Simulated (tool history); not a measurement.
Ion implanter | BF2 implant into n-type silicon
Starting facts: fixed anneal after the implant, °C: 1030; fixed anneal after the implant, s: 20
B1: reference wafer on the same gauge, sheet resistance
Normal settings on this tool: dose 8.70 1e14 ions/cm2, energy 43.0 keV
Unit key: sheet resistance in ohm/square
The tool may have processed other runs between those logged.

{"run": 1, "hour": 0.0, "dose": 8.7, "energy": 43.0, "B1": 149.95, "sheet resistance": 145.22}
{"run": 2, "hour": 12.1, "dose": 8.7, "energy": 43.0, "B1": 150.06, "sheet resistance": 145.7}
{"run": 3, "hour": 29.7, "dose": 8.7, "energy": 43.0, "B1": 150.07, "sheet resistance": 145.7}
{"run": 4, "hour": 35.7, "dose": 8.7, "energy": 43.0, "B1": 150.09, "sheet resistance": 145.47}
{"run": 5, "hour": 45.2, "dose": 8.7, "energy": 43.0, "B1": 149.84, "sheet resistance": 146.12}
{"run": 6, "hour": 60.8, "dose": 8.7, "energy": 43.0, "B1": 150.01, "sheet resistance": 145.49}
{"run": 7, "hour": 69.2, "dose": 8.7, "energy": 43.0, "B1": 150.09, "sheet resistance": 145.25}
{"run": 8, "hour": 75.4, "dose": 8.7, "energy": 43.0, "B1": 149.89, "sheet resistance": 145.23}
{"hour": 97.5, "done": "gauge calibrated"}
{"run": 9, "hour": 120.2, "dose": 8.7, "energy": 43.0, "B1": 149.97, "sheet resistance": 146.52}
{"run": 10, "hour": 128.5, "dose": 8.7, "energy": 43.0, "B1": 149.98, "sheet resistance": 146.43}
{"run": 11, "hour": 145.2, "dose": 8.7, "energy": 43.0, "B1": 150.16, "sheet resistance": 144.71}
{"run": 12, "hour": 155.3, "dose": 8.7, "energy": 43.0, "B1": 150.09, "sheet resistance": 146.02}
{"run": 13, "hour": 162.8, "dose": 8.7, "energy": 43.0, "B1": 149.99, "sheet resistance": 146.33}
{"run": 14, "hour": 174.2, "dose": 8.7, "energy": 43.0, "B1": 149.91, "sheet resistance": 146.43}
{"run": 15, "hour": 188.5, "dose": 8.7, "energy": 43.0, "B1": 149.94, "sheet resistance": 147.03}
{"run": 16, "hour": 199.9, "dose": 8.7, "energy": 34.0, "B1": 150.03, "sheet resistance": 152.45}
{"run": 17, "hour": 215.0, "dose": 8.7, "energy": 48.0, "B1": 150.1, "sheet resistance": 142.68}
{"run": 18, "hour": 224.9, "dose": 10.06, "energy": 43.0, "B1": 149.84, "sheet resistance": 132.03}
{"run": 19, "hour": 238.2, "dose": 8.7, "energy": 43.0, "B1": 150.08, "sheet resistance": 146.24}
{"hour": 252.4, "done": "Faraday cup replaced and dose calibrated"}
{"run": 20, "hour": 253.4, "dose": 10.6, "energy": 37.0, "B1": 150.06, "sheet resistance": 132.3}
{"hour": 262.4, "done": "extraction supply calibrated"}
{"run": 21, "hour": 264.9, "dose": 8.7, "energy": 43.0, "B1": 150.03, "sheet resistance": 147.9}
{"run": 22, "hour": 272.7, "dose": 10.67, "energy": 33.5, "B1": 149.95, "sheet resistance": 136.04}
{"run": 23, "hour": 285.0, "dose": 8.7, "energy": 54.5, "B1": 150.06, "sheet resistance": 144.77}
{"run": 24, "hour": 302.0, "dose": 9.71, "energy": 37.0, "B1": 149.98, "sheet resistance": 141.04}
{"run": 25, "hour": 320.0, "dose": 6.23, "energy": 56.5, "B1": 150.22, "sheet resistance": 194.25}
{"run": 26, "hour": 337.8, "dose": 10.63, "energy": 57.0, "B1": 149.98, "sheet resistance": 123.89}
{"hour": 349.0, "done": "Faraday cup replaced and dose calibrated, repeated, since the last time left the tool worse"}
{"run": 27, "hour": 355.1, "dose": 8.7, "energy": 43.0, "B1": 149.94, "sheet resistance": 142.23}
{"run": 28, "hour": 366.6, "dose": 7.7, "energy": 36.5, "B1": 150.01, "sheet resistance": 160.24}
{"run": 29, "hour": 381.3, "dose": 7.31, "energy": 36.0, "B1": 149.93, "sheet resistance": 168.69}
{"run": 30, "hour": 388.5, "dose": 8.7, "energy": 43.0, "B1": 149.9, "sheet resistance": 142.44}
{"run": 31, "hour": 395.8, "dose": 7.9, "energy": 32.5, "B1": 150.07, "sheet resistance": 160.75}
{"run": 32, "hour": 405.2, "dose": 11.02, "energy": 51.0, "B1": 150.06, "sheet resistance": 116.28}
{"run": 33, "hour": 415.8, "dose": 8.7, "energy": 43.0, "B1": 150.12, "sheet resistance": 144.97}
{"run": 34, "hour": 429.5, "dose": 10.37, "energy": 43.0, "B1": 150.18, "sheet resistance": 127.25}
{"run": 35, "hour": 436.5, "dose": 7.15, "energy": 57.5, "B1": 149.87, "sheet resistance": 164.8}
{"run": 36, "hour": 454.1, "dose": 8.7, "energy": 43.0, "B1": 150.11, "sheet resistance": 145.48}
{"run": 37, "hour": 467.8, "dose": 8.7, "energy": 43.0, "B1": 149.89, "sheet resistance": 145.06}
{"run": 38, "hour": 474.2, "dose": 6.68, "energy": 43.0, "B1": 149.96, "sheet resistance": 180.96}

What if the next run were any one of these 3? Each begins from the tool's condition after run 38:
{"run": "A", "hour": 474.6, "dose": 8.7, "energy": 47.0, "B1": "?", "sheet resistance": "?"}
{"run": "B", "hour": 474.6, "dose": 6.75, "energy": 43.0, "B1": "?", "sheet resistance": "?"}
{"run": "C", "hour": 474.6, "dose": 6.52, "energy": 31.0, "B1": "?", "sheet resistance": "?"}

run=A B1=150.11 sheet_resistance=141.91
run=B B1=150.11 sheet_resistance=177.64
run=C B1=150.11 sheet_resistance=190.71
With no hidden state in the tool, these same runs would have given:
run=A sheet_resistance=140.00
run=B sheet_resistance=175.10
run=C sheet_resistance=188.17
